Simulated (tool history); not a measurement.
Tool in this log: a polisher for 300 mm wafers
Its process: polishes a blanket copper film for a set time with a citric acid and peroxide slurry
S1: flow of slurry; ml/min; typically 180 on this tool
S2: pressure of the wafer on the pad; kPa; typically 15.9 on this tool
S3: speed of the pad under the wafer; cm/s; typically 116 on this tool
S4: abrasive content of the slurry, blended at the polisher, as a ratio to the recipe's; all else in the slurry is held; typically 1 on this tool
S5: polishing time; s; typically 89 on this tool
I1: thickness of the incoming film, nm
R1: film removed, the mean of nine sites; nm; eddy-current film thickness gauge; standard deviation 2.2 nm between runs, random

Run 1, hour 0: usual settings; I1 1102.3. Result: R1 179.2 nm.
At hour 33: slurry blender recalibrated.
Run 2, hour 36.7: usual settings; I1 1100.7. Result: R1 164.9 nm.
Run 3, hour 49.8: usual settings but S5 103 s; I1 1104. Result: R1 180.1 nm.
At hour 57.3: worn pad replaced by a new one.
Run 4, hour 57.7: usual settings but S5 103 s; I1 1094. Result: R1 200.4 nm.
Run 5, hour 69.7: usual settings but S5 103 s; I1 1110.4. Result: R1 202.8 nm.
Run 6, hour 79.6: usual settings; I1 1113.1. Result: R1 171.7 nm.
Run 7, hour 88.7: usual settings; I1 1087.5. Result: R1 167 nm.
Run 8, hour 103.3: usual settings but S3 146 cm/s; I1 1087.7. Result: R1 205.6 nm.
Run 9, hour 118: usual settings but S3 146 cm/s; I1 1098.2. Result: R1 205.4 nm.
At hour 123.2: slurry nozzle cleaned.
Run 10, hour 126.6: usual settings; I1 1086.4. Result: R1 175.4 nm.
Run 11, hour 135.4: usual settings; I1 1102.2. Result: R1 171.7 nm.
Run 12, hour 142.9: usual settings but S1 205 ml/min, S5 104 s; I1 1108. Result: R1 199.2 nm.
At hour 149.6: worn pad replaced by a new one.
Run 13, hour 156.1: usual settings but S2 18.6 kPa, S3 100 cm/s, S4 1.2, S5 68 s; I1 1093.4. Result: R1 149.3 nm.
Run 14, hour 167.9: usual settings but S1 155 ml/min; I1 1112.4. Result: R1 182 nm.
Run 15, hour 183.4: usual settings but S1 125 ml/min, S2 17.2 kPa; I1 1096.1. Result: R1 187.7 nm.
Run 16, hour 190.1: usual settings but S2 13.8 kPa, S4 0.75, S5 119 s; I1 1118. Result: R1 195.9 nm.
Run 17, hour 202.1: usual settings but S1 205 ml/min, S5 104 s; I1 1096.4. Result: R1 216.9 nm.
At hour 208.7: slurry blender recalibrated.
At hour 210.7: head pressure recalibrated.
Run 18, hour 211.2: usual settings; I1 1098.3. Result: R1 182.5 nm.
Run 19, hour 225.7: usual settings but S2 13.1 kPa, S4 0.75, S5 115 s; I1 1115.2. Result: R1 169.8 nm.
At hour 229.9: worn pad replaced by a new one.
Run 20, hour 235.5: usual settings but S1 145 ml/min, S2 11 kPa, S5 114 s; I1 1078.3. Result: R1 171.7 nm.
Run 21, hour 250.6: usual settings; I1 1110. Result: R1 190.5 nm.
Run 22, hour 260.7: usual settings but S2 21.4 kPa, S3 146 cm/s, S4 0.8, S5 101 s; I1 1102.9. Result: R1 313.7 nm.
Run 23, hour 269.1: usual settings but S1 205 ml/min, S2 12.4 kPa; I1 1093.9. Result: R1 154.4 nm.
Run 24, hour 280.2: usual settings but S1 235 ml/min; I1 1100.5. Result: R1 186.4 nm.
Run 25, hour 286.5: usual settings but S1 230 ml/min, S2 13.1 kPa, S3 134 cm/s, S5 71 s; I1 1102.1. Result: R1 148 nm.

Here are 5 independent what-if runs from the current tool condition. What would each one return?
Run A, hour 287: usual settings but S2 20 kPa; I1 1092.4. Result: R1 ?.
Run B, hour 287: usual settings but S2 11 kPa; I1 1092.4. Result: R1 ?.
Run C, hour 287: usual settings but S1 150 ml/min, S4 0.85; I1 1092.4. Result: R1 ?.
Run D, hour 287: usual settings but S2 20 kPa, S3 134 cm/s, S4 1.25, S5 120 s; I1 1092.4. Result: R1 ?.
Run E, hour 287: usual settings but S1 240 ml/min, S4 0.9, S5 113 s; I1 1092.4. Result: R1 ?.

run     R1
  A  223.4
  B  135.3
  C    166
  D  374.9
  E  232.6
Without the tool's hidden state the same runs would have given:
run     R1
  A  236.2
  B    143
  C  175.7
  D  396.3
  E  245.4
